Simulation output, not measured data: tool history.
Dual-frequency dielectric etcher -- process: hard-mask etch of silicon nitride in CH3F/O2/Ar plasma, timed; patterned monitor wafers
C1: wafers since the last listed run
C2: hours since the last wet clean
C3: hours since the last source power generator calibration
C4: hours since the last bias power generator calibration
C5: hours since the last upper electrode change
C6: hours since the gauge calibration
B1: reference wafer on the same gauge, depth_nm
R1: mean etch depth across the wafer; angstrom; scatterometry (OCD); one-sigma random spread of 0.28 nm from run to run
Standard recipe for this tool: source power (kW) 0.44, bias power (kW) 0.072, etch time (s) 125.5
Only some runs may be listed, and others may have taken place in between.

Run 1, hour 0: usual settings but etch time (s) 145.5; C1 0; C2 206.2; C3 2112.9; C4 3301; C5 5742.6; C6 2155; B1 108.5. Result: R1 1127 angstrom.
Run 2, hour 60.5: usual settings; C1 386; C2 266.7; C3 2173.4; C4 3361.5; C5 5803.1; C6 2215.5; B1 108.5. Result: R1 979 angstrom.
Run 3, hour 100.2: usual settings; C1 253; C2 306.4; C3 2213.1; C4 3401.2; C5 5842.8; C6 2255.2; B1 108.5. Result: R1 982 angstrom.
At hour 205.2: upper electrode replaced.
Run 4, hour 205.7: usual settings; C1 520; C2 411.9; C3 2318.6; C4 3506.7; C5 0.5; C6 2360.7; B1 108.5. Result: R1 986 angstrom.
Run 5, hour 225: usual settings but source power (kW) 0.42, etch time (s) 110; C1 123; C2 431.2; C3 2337.9; C4 3526; C5 19.8; C6 2380; B1 108.5. Result: R1 855 angstrom.
Run 6, hour 316.4: usual settings but source power (kW) 0.42, etch time (s) 110; C1 583; C2 522.6; C3 2429.3; C4 3617.4; C5 111.2; C6 2471.4; B1 108.5. Result: R1 857 angstrom.
At hour 353.6: gauge calibrated.
At hour 462.5: wet clean of the chamber.
Run 7, hour 576.8: usual settings but source power (kW) 0.42, etch time (s) 110; C1 1510; C2 114.3; C3 2689.7; C4 3877.8; C5 371.6; C6 223.2; B1 108.5. Result: R1 828 angstrom.
Run 8, hour 653: usual settings; C1 486; C2 190.5; C3 2765.9; C4 3954; C5 447.8; C6 299.4; B1 108.5. Result: R1 970 angstrom.
At hour 680.1: bias power generator calibrated.
Run 9, hour 698: usual settings; C1 261; C2 235.5; C3 2810.9; C4 17.9; C5 492.8; C6 344.4; B1 108.4. Result: R1 964 angstrom.
Run 10, hour 770.4: usual settings but etch time (s) 145.5; C1 462; C2 307.9; C3 2883.3; C4 90.3; C5 565.2; C6 416.8; B1 108.4. Result: R1 1127 angstrom.
Run 11, hour 856: usual settings; C1 546; C2 393.5; C3 2968.9; C4 175.9; C5 650.8; C6 502.4; B1 108.5. Result: R1 976 angstrom.
Run 12, hour 908.9: usual settings but source power (kW) 0.52, etch time (s) 138.5; C1 337; C2 446.4; C3 3021.8; C4 228.8; C5 703.7; C6 555.3; B1 108.5. Result: R1 1146 angstrom.
Run 13, hour 1015.8: usual settings but source power (kW) 0.41; C1 682; C2 553.3; C3 3128.7; C4 335.7; C5 810.6; C6 662.2; B1 108.5. Result: R1 962 angstrom.
Run 14, hour 1094.6: usual settings but bias power (kW) 0.083; C1 503; C2 632.1; C3 3207.5; C4 414.5; C5 889.4; C6 741; B1 108.5. Result: R1 1026 angstrom.
At hour 1131: wet clean of the chamber.
Run 15, hour 1195: usual settings but etch time (s) 95.5; C1 488; C2 64; C3 3307.9; C4 514.9; C5 989.8; C6 841.4; B1 108.5. Result: R1 731 angstrom.
Run 16, hour 1294: usual settings; C1 632; C2 163; C3 3406.9; C4 613.9; C5 1088.8; C6 940.4; B1 108.5. Result: R1 968 angstrom.
Run 17, hour 1367.6: usual settings but etch time (s) 145.5; C1 470; C2 236.6; C3 3480.5; C4 687.5; C5 1162.4; C6 1014; B1 108.6. Result: R1 1122 angstrom.
Run 18, hour 1420: usual settings but bias power (kW) 0.085; C1 334; C2 289; C3 3532.9; C4 739.9; C5 1214.8; C6 1066.4; B1 108.5. Result: R1 1014 angstrom.
Run 19, hour 1501.8: usual settings but source power (kW) 0.33, bias power (kW) 0.085, etch time (s) 159.5; C1 522; C2 370.8; C3 3614.7; C4 821.7; C5 1296.6; C6 1148.2; B1 108.5. Result: R1 1169 angstrom.
Run 20, hour 1597: usual settings but bias power (kW) 0.058, etch time (s) 107.5; C1 608; C2 466; C3 3709.9; C4 916.9; C5 1391.8; C6 1243.4; B1 108.4. Result: R1 802 angstrom.
At hour 1655.4: source power generator calibrated.
Run 21, hour 1667: usual settings but source power (kW) 0.49, bias power (kW) 0.06; C1 421; C2 536; C3 11.6; C4 986.9; C5 1461.8; C6 1313.4; B1 108.5. Result: R1 1004 angstrom.
At hour 1780.5: wet clean of the chamber.
Run 22, hour 1781: usual settings but bias power (kW) 0.059; C1 574; C2 0.5; C3 125.6; C4 1100.9; C5 1575.8; C6 1427.4; B1 108.5. Result: R1 929 angstrom.
Run 23, hour 1873.9: usual settings but source power (kW) 0.55, bias power (kW) 0.062, etch time (s) 156.5; C1 593; C2 93.4; C3 218.5; C4 1193.8; C5 1668.7; C6 1520.3; B1 108.6. Result: R1 1278 angstrom.
Run 24, hour 1966.1: usual settings but etch time (s) 105.5; C1 588; C2 185.6; C3 310.7; C4 1286; C5 1760.9; C6 1612.5; B1 108.5. Result: R1 826 angstrom.
Run 25, hour 2036.5: usual settings but source power (kW) 0.54, bias power (kW) 0.059, etch time (s) 135.5; C1 449; C2 256; C3 381.1; C4 1356.4; C5 1831.3; C6 1682.9; B1 108.5. Result: R1 1091 angstrom.
Run 26, hour 2090.9: usual settings but bias power (kW) 0.058, etch time (s) 107.5; C1 347; C2 310.4; C3 435.5; C4 1410.8; C5 1885.7; C6 1737.3; B1 108.5. Result: R1 801 angstrom.
Run 27, hour 2197.2: usual settings but source power (kW) 0.53, etch time (s) 157.5; C1 678; C2 416.7; C3 541.8; C4 1517.1; C5 1992; C6 1843.6; B1 108.4. Result: R1 1336 angstrom.
At hour 2316.6: wet clean of the chamber.
Run 28, hour 2317.1: usual settings but source power (kW) 0.38, etch time (s) 158; C1 612; C2 0.5; C3 661.7; C4 1637; C5 2111.9; C6 1963.5; B1 108.5. Result: R1 1160 angstrom.

Hidden state or all else? Some run-to-run changes of R1, split into what the settings, what came in and random variation would give without the hidden state, and what is left for the hidden state (with any gauge scatter that isn't in both results):
Hidden conditions of the tool in this case: etch rate over this chamber's usual, %; source power that arrives over what is set, %; bias power that arrives over what is set, %; gauge reads high (%).
Run 6 -> 7: gauge calibrated, wet clean of the chamber. R1 -29 angstrom: hidden state -28, all else -1.
Run 21 -> 22: source power (kW) 0.49 -> 0.44, bias power (kW) 0.06 -> 0.059, wet clean of the chamber. R1 -75 angstrom: hidden state -31, all else -44.
Run 23 -> 24: source power (kW) 0.55 -> 0.44, bias power (kW) 0.062 -> 0.072, etch time (s) 156.5 -> 105.5. R1 -452 angstrom: hidden state +2, all else -454.
Run 26 -> 27: source power (kW) 0.44 -> 0.53, bias power (kW) 0.058 -> 0.072, etch time (s) 107.5 -> 157.5. R1 +535 angstrom: hidden state +14, all else +521.
